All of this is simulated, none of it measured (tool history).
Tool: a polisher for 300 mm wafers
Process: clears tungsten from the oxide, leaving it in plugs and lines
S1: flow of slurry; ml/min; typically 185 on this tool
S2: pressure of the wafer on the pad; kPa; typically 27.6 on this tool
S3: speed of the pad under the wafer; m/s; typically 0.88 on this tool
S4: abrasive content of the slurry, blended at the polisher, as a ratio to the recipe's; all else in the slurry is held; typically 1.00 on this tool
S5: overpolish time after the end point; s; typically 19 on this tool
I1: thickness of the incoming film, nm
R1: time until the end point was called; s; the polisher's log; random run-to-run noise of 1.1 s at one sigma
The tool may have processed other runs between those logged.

run   hour   S1    S2    S3    S4  S5     I1     R1
  1    0.0  185  27.6  0.88  1.00  19  315.3   75.5
  2   25.8  185  27.6  0.88  1.00  19  316.5   76.4
      30.0  -- slurry tank refilled with fresh slurry and peroxide
  3   56.2  185  27.6  0.88  1.00  19  320.6   76.8
  4   72.0  185  27.6  0.88  1.00  19  321.9   76.4
      89.9  -- head pressure recalibrated
      90.6  -- worn pad replaced by a new one
  5  104.5  185  27.6  0.88  1.00  19  317.9   76.4
     121.4  -- slurry blender recalibrated
  6  162.4  185  23.4  0.88  1.00  19  321.8   86.5
  7  178.0  185  27.6  0.88  1.00  19  320.7   79.4
  8  202.9  140  27.6  1.00  1.00  19  319.1   76.8
     217.9  -- slurry tank refilled with fresh slurry and peroxide
  9  227.3  185  27.6  0.62  1.00  19  322.0  108.7
     233.0  -- slurry nozzle cleaned
 10  249.4  185  23.4  0.88  1.30  19  317.8   73.8
 11  268.2  185  27.6  0.88  1.00  27  325.3   74.5
 12  287.3  245  27.6  0.88  0.90  19  323.2   71.1
     311.8  -- worn pad replaced by a new one
 13  319.8  185  27.6  0.74  1.00  19  322.3   85.3
 14  339.4  185  27.6  0.88  1.00  14  316.9   70.8
 15  364.3  185  27.6  0.88  0.80  19  321.9   77.2
     405.8  -- slurry tank refilled with fresh slurry and peroxide
 16  407.9  185  24.1  0.88  1.20  13  318.3   74.7
 17  423.9  150  23.4  0.80  1.00  19  315.0   92.6
 18  454.7  185  27.6  1.10  1.00  19  316.0   59.2
 19  470.9  185  27.6  0.88  1.00  19  320.5   72.8
 20  489.5  230  32.4  0.88  1.25  14  319.6   59.0
 21  510.5  205  27.6  1.00  1.25  27  321.1   61.3
     519.5  -- worn pad replaced by a new one
 22  531.3  130  24.1  0.72  0.75  19  324.2  106.9
     534.7  -- slurry blender recalibrated
 23  563.1  140  27.6  0.88  0.75  16  326.3   83.4
 24  575.4  235  20.7  0.88  1.00  11  319.1   82.2
 25  605.5  185  27.6  0.88  1.00  19  314.7   72.3
     606.9  -- slurry tank refilled with fresh slurry and peroxide
 26  684.6  185  27.6  0.88  1.00  19  324.1   73.8
     713.4  -- head pressure recalibrated
     716.8  -- worn pad replaced by a new one
 27  717.3  185  27.6  0.88  1.00  19  324.0   73.9

Selected run-to-run steps in R1, each split into two signed amounts: the part the tool would show with no hidden state at all (from settings, incoming material and random variation), and the remainder, which goes to the hidden state together with any gauge scatter not common to the measured and the hidden-state-free results:
Hidden state at play: removal rate lost through wear of the pad, %; slurry flow missing at the pad, %; deviation of the head's pressure from its setpoint, %; abrasive missing from the slurry, %; peroxide lost from the slurry, %.
Run 7 -> 8: S1 185 -> 140, S3 0.88 -> 1.00. R1 -2.6 s: hidden state +2.3, all else -4.9.
Run 9 -> 10: S2 27.6 -> 23.4, S3 0.62 -> 0.88, S4 1.00 -> 1.30, slurry nozzle cleaned. R1 -34.9 s: hidden state -10.1, all else -24.8.
Run 21 -> 22: S1 205 -> 130, S2 27.6 -> 24.1, S3 1.00 -> 0.72, S4 1.25 -> 0.75, S5 27 -> 19, worn pad replaced by a new one. R1 +45.6 s: hidden state +0.7, all else +44.9.
